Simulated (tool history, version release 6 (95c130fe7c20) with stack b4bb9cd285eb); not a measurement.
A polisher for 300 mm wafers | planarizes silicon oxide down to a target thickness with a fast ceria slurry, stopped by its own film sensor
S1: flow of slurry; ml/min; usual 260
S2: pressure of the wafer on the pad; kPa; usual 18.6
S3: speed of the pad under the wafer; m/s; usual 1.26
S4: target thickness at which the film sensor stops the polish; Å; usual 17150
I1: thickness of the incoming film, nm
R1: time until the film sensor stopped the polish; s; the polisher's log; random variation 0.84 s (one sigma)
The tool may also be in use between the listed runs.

run     day   S1    S2    S3     S4      I1    R1
  1   0.000  260  22.8  1.26  17150  2671.4  39.0
  2   0.467  260  22.8  1.26  17150  2685.2  39.0
      0.883  -- worn pad replaced by a new one
  3   1.592  220  22.8  1.26  17150  2699.8  42.4
  4   1.971  220  22.8  1.26  17150  2683.5  40.1
  5   2.254  260  18.6  1.26  17150  2715.7  48.4
      2.896  -- head pressure recalibrated
  6   2.929  260  18.6  1.26  17150  2713.8  50.5
  7   3.362  260  18.6  1.26  17150  2694.6  50.1
  8   3.783  260  18.6  1.26  16210  2684.1  51.4
  9   4.112  260  18.6  1.26  16210  2713.4  55.9
 10   4.604  260  18.6  1.26  17150  2657.9  47.5
 11   4.912  260  18.6  1.26  17150  2711.1  49.1
 12   5.421  175  18.6  1.42  17150  2657.7  44.6
      6.112  -- worn pad replaced by a new one
 13   6.167  260  18.6  1.44  15670  2671.0  49.8
 14   6.742  260  14.5  1.64  13950  2639.8  62.3
 15   7.329  260  18.6  1.26  15450  2682.2  56.7
 16   8.042  260  15.2  1.00  17150  2697.1  77.1
 17   8.558  345  18.6  1.26  17150  2656.7  45.4
 18   8.862  200  23.4  0.98  15960  2693.5  58.8
 19   9.138  185  15.2  1.26  14280  2725.5  88.3
 20   9.646  295  18.6  1.26  17150  2672.0  45.8
 21  10.042  345  18.6  1.26  17150  2683.8  46.3
 22  10.671  220  18.6  1.58  17150  2696.5  40.8

Run 23 comes next. What will it give?
 23  10.975  175  18.6  1.00  20230  2697.6   ?

Run 23 gave R1 46.1 s.
Without the tool's hidden state the same run would have given R1 42.5 s.
